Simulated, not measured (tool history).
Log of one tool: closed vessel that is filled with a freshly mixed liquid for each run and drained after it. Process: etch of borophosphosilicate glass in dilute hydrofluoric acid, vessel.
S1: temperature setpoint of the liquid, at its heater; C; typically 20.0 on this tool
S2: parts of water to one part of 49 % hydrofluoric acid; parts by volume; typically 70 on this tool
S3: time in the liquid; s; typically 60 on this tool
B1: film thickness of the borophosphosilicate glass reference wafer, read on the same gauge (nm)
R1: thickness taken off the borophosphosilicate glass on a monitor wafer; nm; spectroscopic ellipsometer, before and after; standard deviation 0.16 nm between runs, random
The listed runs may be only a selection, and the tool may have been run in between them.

| run | hour | S1 | S2 | S3 | B1 | R1 |
|---|---|---|---|---|---|---|
| 1 | 0.0 | 20.0 | 70 | 60 | 81.21 | 45.57 |
| 2 | 60.5 | 20.0 | 70 | 60 | 81.36 | 45.84 |
| 3 | 159.4 | 20.0 | 70 | 60 | 81.54 | 45.69 |
| 4 | 218.9 | 20.0 | 70 | 60 | 81.69 | 45.92 |
| 5 | 324.1 | 20.0 | 70 | 70 | 81.89 | 52.96 |
|  | 374.3 | hydrofluoric acid flow meter replaced |
| 6 | 406.6 | 20.0 | 70 | 70 | 82.05 | 53.40 |
| 7 | 462.7 | 20.0 | 70 | 60 | 82.17 | 46.02 |
| 8 | 525.7 | 20.0 | 70 | 60 | 82.27 | 46.11 |
|  | 529.0 | gauge calibrated |
| 9 | 563.1 | 20.0 | 70 | 60 | 79.81 | 44.61 |
| 10 | 635.7 | 20.0 | 70 | 80 | 79.94 | 59.52 |
|  | 682.5 | thermometer replaced |
| 11 | 737.4 | 24.5 | 80 | 80 | 80.17 | 62.43 |
| 12 | 789.3 | 21.5 | 60 | 85 | 80.28 | 79.99 |
| 13 | 879.3 | 20.0 | 90 | 30 | 80.44 | 17.07 |
| 14 | 977.1 | 20.0 | 70 | 90 | 80.65 | 68.08 |
| 15 | 1013.2 | 20.0 | 70 | 60 | 80.75 | 44.89 |
| 16 | 1065.2 | 20.0 | 45 | 60 | 80.83 | 72.46 |
| 17 | 1162.0 | 18.5 | 95 | 60 | 81.04 | 30.45 |
| 18 | 1232.1 | 20.0 | 70 | 60 | 81.20 | 45.33 |

Per-run results on a tool with no hidden state, each run keeping its own random variation:
Hidden state present: liquid colder than its thermometer reads (K); hydrofluoric acid flow above the setpoint (%); gauge reads high (%).
| run | R1 |
|---|---|
| 1 | 44.88 |
| 2 | 45.08 |
| 3 | 44.83 |
| 4 | 44.99 |
| 5 | 51.74 |
| 6 | 52.07 |
| 7 | 44.81 |
| 8 | 44.82 |
| 9 | 44.72 |
| 10 | 59.55 |
| 11 | 62.30 |
| 12 | 79.72 |
| 13 | 16.97 |
| 14 | 67.53 |
| 15 | 44.48 |
| 16 | 71.71 |
| 17 | 30.06 |
| 18 | 44.67 |
